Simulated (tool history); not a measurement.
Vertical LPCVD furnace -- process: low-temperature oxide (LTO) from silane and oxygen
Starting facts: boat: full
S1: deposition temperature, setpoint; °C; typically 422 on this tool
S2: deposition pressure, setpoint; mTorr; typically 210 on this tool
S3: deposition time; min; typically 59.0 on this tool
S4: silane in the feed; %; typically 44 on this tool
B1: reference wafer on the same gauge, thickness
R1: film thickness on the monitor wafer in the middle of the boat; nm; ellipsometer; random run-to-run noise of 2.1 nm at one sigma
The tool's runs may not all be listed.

run 1 hour=0.0 | S1=422 S2=210 S3=68.0 S4=44 | B1=734.85 | R1=827.40
run 2 hour=54.8 | S1=422 S2=210 S3=59.0 S4=44 | B1=734.94 | R1=720.11
run 3 hour=69.2 | S1=422 S2=210 S3=59.0 S4=44 | B1=734.97 | R1=719.12
run 4 hour=85.3 | S1=422 S2=210 S3=59.0 S4=44 | B1=734.77 | R1=718.75
run 5 hour=136.6 | S1=422 S2=210 S3=59.0 S4=44 | B1=734.71 | R1=720.21
run 6 hour=149.4 | S1=422 S2=210 S3=59.0 S4=44 | B1=735.42 | R1=718.70
run 7 hour=174.5 | S1=422 S2=210 S3=59.0 S4=44 | B1=734.21 | R1=716.51
run 8 hour=203.7 | S1=422 S2=210 S3=40.5 S4=44 | B1=735.77 | R1=495.49
-- hour=221.9 gauge calibrated
run 9 hour=228.3 | S1=422 S2=210 S3=59.0 S4=48 | B1=735.00 | R1=780.16
-- hour=255.8 silane flow controller replaced
run 10 hour=258.0 | S1=422 S2=210 S3=59.0 S4=44 | B1=735.12 | R1=720.27
run 11 hour=287.9 | S1=422 S2=210 S3=59.0 S4=44 | B1=734.75 | R1=727.37
run 12 hour=308.5 | S1=422 S2=210 S3=59.0 S4=44 | B1=735.25 | R1=720.77
run 13 hour=406.8 | S1=417 S2=230 S3=37.0 S4=48 | B1=735.10 | R1=509.98
run 14 hour=437.2 | S1=422 S2=210 S3=73.5 S4=49 | B1=734.83 | R1=996.48
-- hour=474.8 thermocouples replaced and temperature profile calibrated
run 15 hour=475.3 | S1=412 S2=210 S3=59.0 S4=44 | B1=734.43 | R1=629.86
run 16 hour=479.6 | S1=422 S2=210 S3=59.0 S4=44 | B1=735.17 | R1=701.08
-- hour=503.9 pressure gauge zeroed
run 17 hour=511.8 | S1=434 S2=235 S3=59.0 S4=40 | B1=735.20 | R1=795.88
run 18 hour=531.3 | S1=426 S2=210 S3=37.5 S4=44 | B1=735.11 | R1=462.74
run 19 hour=547.5 | S1=422 S2=230 S3=48.0 S4=40 | B1=734.70 | R1=561.75
run 20 hour=580.3 | S1=422 S2=210 S3=59.0 S4=44 | B1=735.11 | R1=699.10
run 21 hour=604.5 | S1=422 S2=210 S3=59.0 S4=44 | B1=735.16 | R1=697.87
run 22 hour=621.4 | S1=422 S2=260 S3=59.0 S4=50 | B1=734.72 | R1=975.26
run 23 hour=644.4 | S1=428 S2=210 S3=59.0 S4=47 | B1=735.62 | R1=790.48
run 24 hour=664.0 | S1=422 S2=185 S3=59.0 S4=44 | B1=735.32 | R1=617.01

State the hidden condition of the tool at each of the runs:
true pressure minus gauge reading, mTorr: 0 in every run
deviation of the silane flow from its setpoint, %: 0 in every run
gauge reads high (%): 0 in every run
H1: true tube temperature minus thermocouple reading, K
run=1 H1=3.02
run=2 H1=3.15
run=3 H1=3.19
run=4 H1=3.23
run=5 H1=3.35
run=6 H1=3.38
run=7 H1=3.44
run=8 H1=3.51
run=9 H1=3.57
run=10 H1=3.64
run=11 H1=3.71
run=12 H1=3.76
run=13 H1=3.99
run=14 H1=4.07
run=15 H1=0.321
run=16 H1=0.331
run=17 H1=0.408
run=18 H1=0.454
run=19 H1=0.493
run=20 H1=0.571
run=21 H1=0.629
run=22 H1=0.669
run=23 H1=0.724
run=24 H1=0.77
